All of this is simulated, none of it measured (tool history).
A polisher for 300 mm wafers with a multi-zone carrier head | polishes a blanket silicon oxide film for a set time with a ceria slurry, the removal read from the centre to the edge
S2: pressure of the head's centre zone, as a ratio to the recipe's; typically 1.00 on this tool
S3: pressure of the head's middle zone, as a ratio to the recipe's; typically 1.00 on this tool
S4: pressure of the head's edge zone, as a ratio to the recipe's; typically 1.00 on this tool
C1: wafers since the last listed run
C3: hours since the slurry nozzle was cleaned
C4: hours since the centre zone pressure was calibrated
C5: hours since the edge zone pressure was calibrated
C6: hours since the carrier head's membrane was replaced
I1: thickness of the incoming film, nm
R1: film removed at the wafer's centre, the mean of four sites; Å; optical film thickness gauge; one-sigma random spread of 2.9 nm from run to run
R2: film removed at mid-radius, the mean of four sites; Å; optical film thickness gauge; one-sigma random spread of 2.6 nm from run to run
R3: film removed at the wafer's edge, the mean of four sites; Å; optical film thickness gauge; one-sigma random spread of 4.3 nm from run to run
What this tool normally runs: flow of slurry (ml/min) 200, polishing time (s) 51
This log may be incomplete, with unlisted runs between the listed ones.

run 1 day=0.000 | flow_of_slurry_(ml/min)=200 S2=1.00 S3=1.00 S4=1.00 polishing_time_(s)=59 | C1=0 wafers_polished_on_this_pad=1967 C3=740.2 C4=1047.2 C5=317.9 C6=781.1 | I1=1052.1 | R1=2880 R2=2950 R3=3153
-- day=1.500 slurry nozzle cleaned
-- day=1.762 worn pad replaced by a new one
run 2 day=2.096 | flow_of_slurry_(ml/min)=200 S2=1.00 S3=1.00 S4=1.00 polishing_time_(s)=59 | C1=579 wafers_polished_on_this_pad=102 C3=14.3 C4=1097.5 C5=368.2 C6=831.4 | I1=1054.5 | R1=3157 R2=3231 R3=3273
run 3 day=3.121 | flow_of_slurry_(ml/min)=200 S2=1.00 S3=1.00 S4=1.00 polishing_time_(s)=63 | C1=314 wafers_polished_on_this_pad=417 C3=38.9 C4=1122.1 C5=392.8 C6=856.0 | I1=1060.4 | R1=3436 R2=3433 R3=3596
run 4 day=4.342 | flow_of_slurry_(ml/min)=200 S2=1.00 S3=1.00 S4=1.00 polishing_time_(s)=63 | C1=375 wafers_polished_on_this_pad=792 C3=68.2 C4=1151.4 C5=422.1 C6=885.3 | I1=1062.9 | R1=3357 R2=3385 R3=3547
run 5 day=6.400 | flow_of_slurry_(ml/min)=200 S2=0.93 S3=1.00 S4=1.00 polishing_time_(s)=42 | C1=632 wafers_polished_on_this_pad=1425 C3=117.6 C4=1200.8 C5=471.5 C6=934.7 | I1=1058.3 | R1=2139 R2=2214 R3=2289
run 6 day=8.400 | flow_of_slurry_(ml/min)=200 S2=0.93 S3=1.00 S4=1.00 polishing_time_(s)=42 | C1=614 wafers_polished_on_this_pad=2039 C3=165.6 C4=1248.8 C5=519.5 C6=982.7 | I1=1051.8 | R1=2040 R2=2164 R3=2208
-- day=9.071 worn pad replaced by a new one
run 7 day=11.325 | flow_of_slurry_(ml/min)=200 S2=0.93 S3=1.00 S4=1.00 polishing_time_(s)=42 | C1=847 wafers_polished_on_this_pad=692 C3=235.8 C4=1319.0 C5=589.7 C6=1052.9 | I1=1055.1 | R1=2083 R2=2242 R3=2373
run 8 day=12.992 | flow_of_slurry_(ml/min)=200 S2=1.00 S3=1.00 S4=1.00 polishing_time_(s)=51 | C1=512 wafers_polished_on_this_pad=1205 C3=275.8 C4=1359.0 C5=629.7 C6=1092.9 | I1=1060.9 | R1=2727 R2=2727 R3=2842
-- day=15.392 centre zone pressure recalibrated
run 9 day=15.646 | flow_of_slurry_(ml/min)=200 S2=1.00 S3=1.00 S4=1.00 polishing_time_(s)=51 | C1=789 wafers_polished_on_this_pad=1994 C3=339.5 C4=6.1 C5=693.4 C6=1156.6 | I1=1053.0 | R1=2669 R2=2645 R3=2772
-- day=16.004 worn pad replaced by a new one
run 10 day=17.067 | flow_of_slurry_(ml/min)=200 S2=1.06 S3=1.00 S4=1.00 polishing_time_(s)=51 | C1=385 wafers_polished_on_this_pad=326 C3=373.6 C4=40.2 C5=727.5 C6=1190.7 | I1=1050.2 | R1=2879 R2=2709 R3=2899
run 11 day=18.179 | flow_of_slurry_(ml/min)=145 S2=0.95 S3=0.92 S4=1.00 polishing_time_(s)=45 | C1=341 wafers_polished_on_this_pad=668 C3=400.3 C4=66.9 C5=754.2 C6=1217.4 | I1=1055.8 | R1=2191 R2=2249 R3=2455
-- day=19.017 carrier head's membrane replaced by a new one
run 12 day=19.317 | flow_of_slurry_(ml/min)=200 S2=1.00 S3=1.00 S4=1.12 polishing_time_(s)=51 | C1=285 wafers_polished_on_this_pad=953 C3=427.6 C4=94.2 C5=781.5 C6=7.2 | I1=1050.4 | R1=2687 R2=2712 R3=3028
run 13 day=20.954 | flow_of_slurry_(ml/min)=200 S2=1.00 S3=1.00 S4=1.00 polishing_time_(s)=51 | C1=503 wafers_polished_on_this_pad=1456 C3=466.9 C4=133.5 C5=820.8 C6=46.5 | I1=1061.7 | R1=2645 R2=2701 R3=2768
run 14 day=23.896 | flow_of_slurry_(ml/min)=200 S2=1.00 S3=1.00 S4=1.00 polishing_time_(s)=51 | C1=903 wafers_polished_on_this_pad=2360 C3=537.5 C4=204.1 C5=891.4 C6=117.1 | I1=1068.0 | R1=2531 R2=2551 R3=2685
-- day=24.296 worn pad replaced by a new one
run 15 day=26.579 | flow_of_slurry_(ml/min)=270 S2=0.95 S3=1.00 S4=1.00 polishing_time_(s)=51 | C1=773 wafers_polished_on_this_pad=701 C3=601.9 C4=268.5 C5=955.8 C6=181.5 | I1=1048.5 | R1=2659 R2=2779 R3=2876
run 16 day=28.608 | flow_of_slurry_(ml/min)=245 S2=1.00 S3=1.00 S4=1.08 polishing_time_(s)=51 | C1=623 wafers_polished_on_this_pad=1324 C3=650.6 C4=317.2 C5=1004.5 C6=230.2 | I1=1048.1 | R1=2699 R2=2664 R3=2947
-- day=28.800 edge zone pressure recalibrated
-- day=28.850 slurry nozzle cleaned
run 17 day=29.938 | flow_of_slurry_(ml/min)=165 S2=1.00 S3=1.06 S4=1.11 polishing_time_(s)=64 | C1=369 wafers_polished_on_this_pad=1694 C3=26.1 C4=349.1 C5=27.3 C6=262.1 | I1=1072.0 | R1=3293 R2=3475 R3=3682
-- day=31.954 worn pad replaced by a new one
run 18 day=32.033 | flow_of_slurry_(ml/min)=255 S2=1.10 S3=0.95 S4=1.06 polishing_time_(s)=51 | C1=592 wafers_polished_on_this_pad=23 C3=76.4 C4=399.4 C5=77.6 C6=312.4 | I1=1066.1 | R1=3171 R2=2766 R3=3038
run 19 day=33.479 | flow_of_slurry_(ml/min)=135 S2=1.00 S3=1.00 S4=1.00 polishing_time_(s)=66 | C1=444 wafers_polished_on_this_pad=467 C3=111.1 C4=434.1 C5=112.3 C6=347.1 | I1=1073.8 | R1=3412 R2=3444 R3=3605
run 20 day=35.942 | flow_of_slurry_(ml/min)=200 S2=1.00 S3=1.00 S4=0.94 polishing_time_(s)=37 | C1=756 wafers_polished_on_this_pad=1224 C3=170.2 C4=493.2 C5=171.4 C6=406.2 | I1=1052.5 | R1=1996 R2=1983 R3=2045
run 21 day=38.383 | flow_of_slurry_(ml/min)=240 S2=1.00 S3=1.11 S4=1.00 polishing_time_(s)=60 | C1=750 wafers_polished_on_this_pad=1974 C3=228.8 C4=551.8 C5=230.0 C6=464.8 | I1=1041.9 | R1=3199 R2=3342 R3=3201

Predict each of these 3 candidate next runs independently; none follows another, all start after run 21:
run A day=38.400 | flow_of_slurry_(ml/min)=200 S2=1.00 S3=1.00 S4=0.96 polishing_time_(s)=51 | C1=5 wafers_polished_on_this_pad=1979 C3=229.2 C4=552.2 C5=230.4 C6=465.2 | I1=1057.0 | R1=? R2=? R3=?
run B day=38.400 | flow_of_slurry_(ml/min)=245 S2=1.09 S3=1.00 S4=1.07 polishing_time_(s)=51 | C1=5 wafers_polished_on_this_pad=1979 C3=229.2 C4=552.2 C5=230.4 C6=465.2 | I1=1057.0 | R1=? R2=? R3=?
run C day=38.400 | flow_of_slurry_(ml/min)=200 S2=1.00 S3=1.00 S4=0.93 polishing_time_(s)=59 | C1=5 wafers_polished_on_this_pad=1979 C3=229.2 C4=552.2 C5=230.4 C6=465.2 | I1=1057.0 | R1=? R2=? R3=?

run=A R1=2710 R2=2685 R3=2690
run=B R1=3021 R2=2736 R3=2877
run=C R1=3136 R2=3106 R3=3066
With no hidden state in the tool, these same runs would have given:
run=A R1=2870 R2=2838 R3=2833
run=B R1=3193 R2=2888 R3=3027
run=C R1=3320 R2=3284 R3=3229
